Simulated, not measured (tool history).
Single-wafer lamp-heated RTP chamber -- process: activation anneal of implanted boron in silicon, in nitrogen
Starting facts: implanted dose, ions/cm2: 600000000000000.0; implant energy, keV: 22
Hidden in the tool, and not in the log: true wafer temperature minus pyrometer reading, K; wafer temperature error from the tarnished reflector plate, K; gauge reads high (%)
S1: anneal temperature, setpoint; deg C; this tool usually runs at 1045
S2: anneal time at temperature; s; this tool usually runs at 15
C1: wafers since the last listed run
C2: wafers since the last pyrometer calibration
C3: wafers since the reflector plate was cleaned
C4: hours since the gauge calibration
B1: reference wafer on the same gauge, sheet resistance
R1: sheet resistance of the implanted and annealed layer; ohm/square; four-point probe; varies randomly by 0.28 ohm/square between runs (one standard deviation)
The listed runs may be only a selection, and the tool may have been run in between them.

run    hour    S1  S2    C1    C2    C3      C4      B1      R1
  1       0  1069   8     0     4   299   169.4  186.02  186.16
  2    57.6  1069   8   564   568   864     227  186.01  186.82
  3   162.6  1069   8  1029  1598  1893     332  185.94   186.2
  4   236.1  1045  15   720  2318  2613   405.5  185.98  186.08
  5   328.5  1045  17   905  3224  3519   497.9  185.99  186.28
      422.8  -- reflector plate cleaned
  6   426.1  1045  17   878  4102    32   595.5  185.98  186.25
  7   510.7  1045  15   829  4932   861   680.1  186.04  186.02
      527.6  -- pyrometer window cleaned and pyrometer calibrated
  8   585.5  1045  15   654   567  1516   754.9  186.04  186.37
  9     652  1045  15   651  1219  2168   821.4  186.06  186.44
 10   740.9  1045  15   871  2090  3040   910.3  185.97  186.75
 11   847.7  1045  11  1046  3137  4087  1017.1     186  187.03
      880.7  -- reflector plate cleaned
 12   908.5  1045  11   517  3655   272  1077.9  186.01  187.04
 13   979.7  1045  15   697  4353   970  1149.1  185.98  186.04
     1023.6  -- pyrometer window cleaned and pyrometer calibrated
 14  1076.4  1045  15   869   517  1839  1245.8  186.06  186.56
 15  1172.2  1045  15   939  1456  2778  1341.6     186  186.74
 16  1230.7  1020  15   573  2030  3352  1400.1  186.08   188.6
     1262.9  -- reflector plate cleaned
 17  1310.5  1045  15   703  2734   466  1479.9  186.07  186.49
     1455.6  -- pyrometer window cleaned and pyrometer calibrated
 18  1535.9  1045  22  2131   787  2597  1705.3  185.93  185.43
     1536.1  -- gauge calibrated
 19  1639.3  1045  15  1013  1800  3611   103.2  185.99  186.57
     1687.2  -- reflector plate cleaned
 20    1696  1045  15   477  2278    86   159.9  186.05  186.44
 21  1788.7  1063  15   908  3186   995   252.6  186.01  185.79
 22    1852  1028  19   620  3807  1615   315.9  185.93  187.66
 23  1906.9  1021  22   538  4345  2153   370.8  185.97  187.82
 24  1944.4  1026   8   367  4713  2521   408.3  185.97  189.92
 25  1993.4  1059  23   480  5193  3001   457.3  185.99  184.59
     2013.5  -- pyrometer window cleaned and pyrometer calibrated
 26  2038.2  1045  10   360   241  3362   502.1  185.98  187.62
 27    2097  1045  15   576   818  3939   560.9  185.97   186.7
     2158.5  -- reflector plate cleaned
 28  2171.1  1075   6   647  1466   123     635  185.91  186.55
 29  2216.7  1063  12   447  1913   570   680.6  185.93  185.66

Branching from run 29: 5 alternative next runs. What would each branch give?
  A  2217.1  1019  15   3  1917  574  681   ?   ?
  B  2217.1  1067  15   3  1917  574  681   ?   ?
  C  2217.1  1045  21   3  1917  574  681   ?   ?
  D  2217.1  1054  22   3  1917  574  681   ?   ?
  E  2217.1  1074   8   3  1917  574  681   ?   ?

run      B1      R1
  A  185.97  188.99
  B  185.97  185.15
  C  185.97  185.68
  D  185.97  184.98
  E  185.97   186.1
The same runs, with their run-to-run variation unchanged, on a tool lacking any hidden condition would have given:
run      R1
  A  188.99
  B  185.15
  C  185.68
  D  184.98
  E   186.1

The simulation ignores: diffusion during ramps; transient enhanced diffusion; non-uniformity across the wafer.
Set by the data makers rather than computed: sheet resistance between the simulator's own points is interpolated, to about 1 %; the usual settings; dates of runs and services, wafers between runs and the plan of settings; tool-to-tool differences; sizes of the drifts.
